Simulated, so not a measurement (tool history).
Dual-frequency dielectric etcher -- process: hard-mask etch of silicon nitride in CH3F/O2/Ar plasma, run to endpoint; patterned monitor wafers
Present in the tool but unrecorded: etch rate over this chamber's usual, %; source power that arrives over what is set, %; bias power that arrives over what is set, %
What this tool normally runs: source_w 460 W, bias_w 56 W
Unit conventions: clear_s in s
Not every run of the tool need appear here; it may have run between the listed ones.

| run | day | source_w | bias_w | wafers since the last listed run | hours since the last wet clean | hours since the last source power generator calibration | hours since the last bias power generator calibration | hours since the last upper electrode change | incoming incoming film thickness, nm | clear_s |
|---|---|---|---|---|---|---|---|---|---|---|
| 1 | 0.000 | 460 | 56 | 0 | 210.5 | 1235.1 | 2059.2 | 2615.4 | 33.52 | 48.4 |
| 2 | 3.133 | 400 | 56 | 1035 | 285.7 | 1310.3 | 2134.4 | 2690.6 | 33.57 | 52.4 |
| 3 | 6.208 | 510 | 56 | 1016 | 359.5 | 1384.1 | 2208.2 | 2764.4 | 33.59 | 46.4 |
| 4 | 8.750 | 510 | 56 | 839 | 420.5 | 1445.1 | 2269.2 | 2825.4 | 33.65 | 46.3 |
| 5 | 10.542 | 460 | 56 | 591 | 463.5 | 1488.1 | 2312.2 | 2868.4 | 33.58 | 49.0 |
| 6 | 13.025 | 460 | 60 | 820 | 523.1 | 1547.7 | 2371.8 | 2928.0 | 33.06 | 47.2 |
| 7 | 16.600 | 430 | 56 | 1181 | 608.9 | 1633.5 | 2457.6 | 3013.8 | 33.54 | 50.5 |
|  | 20.208 | wet clean of the chamber |
| 8 | 20.229 | 430 | 56 | 868 | 0.5 | 1720.6 | 2544.7 | 3100.9 | 33.50 | 49.9 |
| 9 | 23.675 | 430 | 56 | 1138 | 83.2 | 1803.3 | 2627.4 | 3183.6 | 33.56 | 50.0 |
| 10 | 26.071 | 500 | 56 | 791 | 140.7 | 1860.8 | 2684.9 | 3241.1 | 33.52 | 45.9 |
| 11 | 28.192 | 500 | 56 | 700 | 191.6 | 1911.7 | 2735.8 | 3292.0 | 33.17 | 45.8 |
| 12 | 31.479 | 530 | 56 | 1086 | 270.5 | 1990.6 | 2814.7 | 3370.9 | 33.33 | 44.7 |
|  | 34.721 | upper electrode replaced |
| 13 | 35.800 | 460 | 56 | 1097 | 374.2 | 2094.3 | 2918.4 | 25.9 | 33.37 | 48.3 |
| 14 | 38.208 | 500 | 61 | 795 | 432.0 | 2152.1 | 2976.2 | 83.7 | 33.48 | 45.5 |
| 15 | 40.388 | 410 | 60 | 720 | 484.3 | 2204.4 | 3028.5 | 136.0 | 33.41 | 50.5 |
|  | 42.462 | bias power generator calibrated |
| 16 | 43.467 | 460 | 50 | 962 | 558.2 | 2278.3 | 24.1 | 209.9 | 33.19 | 49.9 |
|  | 45.950 | wet clean of the chamber |
| 17 | 47.833 | 500 | 56 | 1112 | 45.2 | 2383.1 | 128.9 | 314.7 | 33.03 | 45.6 |
|  | 48.542 | source power generator calibrated |
| 18 | 51.771 | 460 | 56 | 1245 | 139.7 | 77.5 | 223.4 | 409.2 | 33.60 | 48.3 |
| 19 | 53.500 | 490 | 44 | 571 | 181.2 | 119.0 | 264.9 | 450.7 | 33.31 | 49.9 |
| 20 | 59.825 | 400 | 51 | 2089 | 333.0 | 270.8 | 416.7 | 602.5 | 33.16 | 53.5 |
| 21 | 61.354 | 570 | 70 | 505 | 369.7 | 307.5 | 453.4 | 639.2 | 33.25 | 40.2 |
| 22 | 64.325 | 510 | 50 | 981 | 441.0 | 378.8 | 524.7 | 710.5 | 33.20 | 47.1 |

Branching from run 22: 4 alternative next runs. What would each branch give?
| A | 64.342 | 460 | 56 | 5 | 441.4 | 379.2 | 525.1 | 710.9 | 32.98 | ? |
| B | 64.342 | 350 | 48 | 5 | 441.4 | 379.2 | 525.1 | 710.9 | 32.98 | ? |
| C | 64.342 | 500 | 43 | 5 | 441.4 | 379.2 | 525.1 | 710.9 | 32.98 | ? |
| D | 64.342 | 570 | 65 | 5 | 441.4 | 379.2 | 525.1 | 710.9 | 32.98 | ? |

| run | clear_s |
|---|---|
| A | 48.0 |
| B | 58.5 |
| C | 49.6 |
| D | 41.1 |
Take away the tool's hidden state, keep each run's random variation, and the runs would have read:
| run | clear_s |
|---|---|
| A | 47.5 |
| B | 57.9 |
| C | 49.1 |
| D | 40.7 |
